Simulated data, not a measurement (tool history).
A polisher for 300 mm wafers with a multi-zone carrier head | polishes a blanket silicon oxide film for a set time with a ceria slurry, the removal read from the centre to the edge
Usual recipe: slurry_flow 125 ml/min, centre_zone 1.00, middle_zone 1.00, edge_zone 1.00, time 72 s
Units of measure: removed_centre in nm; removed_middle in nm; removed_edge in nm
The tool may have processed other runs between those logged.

run,hour,slurry_flow,centre_zone,middle_zone,edge_zone,time,wafers since the last listed run,wafers polished on this pad,hours since the slurry nozzle was cleaned,hours since the centre zone pressure was calibrated,hours since the edge zone pressure was calibrated,hours since the carrier head's membrane was replaced,"incoming thickness of the incoming film, nm",removed_centre,removed_middle,removed_edge
1,0.0,125,1.00,1.00,1.00,72,0,10,57.6,118.6,87.4,786.7,1442.8,307.1,304.2,300.5
2,13.1,125,1.00,1.00,1.00,72,115,125,70.7,131.7,100.5,799.8,1444.1,307.6,297.4,301.7
# hour 23.2: carrier head's membrane replaced by a new one
3,26.9,90,1.06,0.92,1.00,65,77,202,84.5,145.5,114.3,3.7,1469.5,264.2,230.6,256.8
4,52.8,135,1.00,0.93,1.00,72,227,430,110.4,171.4,140.2,29.6,1434.3,292.8,269.4,288.6
5,66.6,125,1.00,1.00,1.00,72,121,551,124.2,185.2,154.0,43.4,1429.1,284.1,282.1,281.2
6,88.5,140,1.07,1.00,1.00,72,192,743,146.1,207.1,175.9,65.3,1459.0,299.1,286.7,279.2
7,111.8,125,1.00,1.00,1.00,72,204,948,169.4,230.4,199.2,88.6,1443.9,273.8,274.2,273.5
8,133.5,80,1.00,1.00,1.00,72,190,1139,191.1,252.1,220.9,110.3,1473.2,256.0,258.1,267.3
9,161.4,125,1.00,1.00,1.00,72,245,1384,219.0,280.0,248.8,138.2,1474.6,271.9,277.7,274.7
10,189.7,125,1.00,1.12,1.09,63,248,1632,247.3,308.3,277.1,166.5,1424.5,241.8,261.2,249.7
# hour 202.0: worn pad replaced by a new one
11,206.0,110,1.03,1.00,0.96,72,108,34,263.6,324.6,293.4,182.8,1460.2,306.1,298.5,294.8
# hour 222.6: slurry nozzle cleaned
12,236.2,125,1.00,1.00,1.00,72,256,291,13.6,354.8,323.6,213.0,1467.0,291.7,288.2,291.6
13,248.4,125,1.07,1.00,0.90,72,107,398,25.8,367.0,335.8,225.2,1435.8,304.5,286.3,276.3
14,266.7,125,1.00,1.00,1.00,72,160,559,44.1,385.3,354.1,243.5,1474.0,286.2,278.0,279.6
15,285.7,110,1.00,1.00,1.00,59,166,726,63.1,404.3,373.1,262.5,1453.8,226.2,221.3,223.5
# hour 290.8: centre zone pressure recalibrated
16,306.6,95,1.00,1.00,1.09,92,166,892,84.0,15.8,394.0,283.4,1436.1,336.1,336.8,351.8
17,337.2,125,1.00,1.00,1.00,72,268,1161,114.6,46.4,424.6,314.0,1474.6,270.3,274.2,270.4
18,365.6,125,1.04,1.00,1.00,72,249,1410,143.0,74.8,453.0,342.4,1453.5,278.8,271.4,273.4
# hour 394.9: worn pad replaced by a new one
19,395.3,125,0.94,1.00,1.10,72,225,3,172.7,104.5,482.7,372.1,1431.5,283.9,301.4,314.9
20,419.3,125,1.00,1.07,0.89,72,210,214,196.7,128.5,506.7,396.1,1432.3,289.6,303.6,275.3
21,449.2,125,1.00,1.12,1.09,63,262,477,226.6,158.4,536.6,426.0,1462.2,243.4,269.4,253.1

5 ways to go on from here, each from the tool as it stands after run 21. What would each give?
A,449.6,125,1.00,1.00,1.00,72,3,480,227.0,158.8,537.0,426.4,1432.8,?,?,?
B,449.6,95,1.00,1.00,1.00,72,3,480,227.0,158.8,537.0,426.4,1432.8,?,?,?
C,449.6,125,1.00,0.88,1.00,72,3,480,227.0,158.8,537.0,426.4,1432.8,?,?,?
D,449.6,125,1.00,1.11,1.00,64,3,480,227.0,158.8,537.0,426.4,1432.8,?,?,?
E,449.6,150,1.00,0.93,0.93,60,3,480,227.0,158.8,537.0,426.4,1432.8,?,?,?

run,removed_centre,removed_middle,removed_edge
A,276.3,280.6,278.6
B,264.7,270.3,271.5
C,276.1,252.2,279.1
D,245.8,272.6,247.3
E,236.5,225.4,229.5
The same runs, with their run-to-run variation unchanged, on a tool lacking any hidden condition would have given:
run,removed_centre,removed_middle,removed_edge
A,302.1,306.8,304.6
B,289.4,295.5,296.9
C,301.8,275.7,305.1
D,268.7,298.0,270.4
E,258.6,246.4,250.9
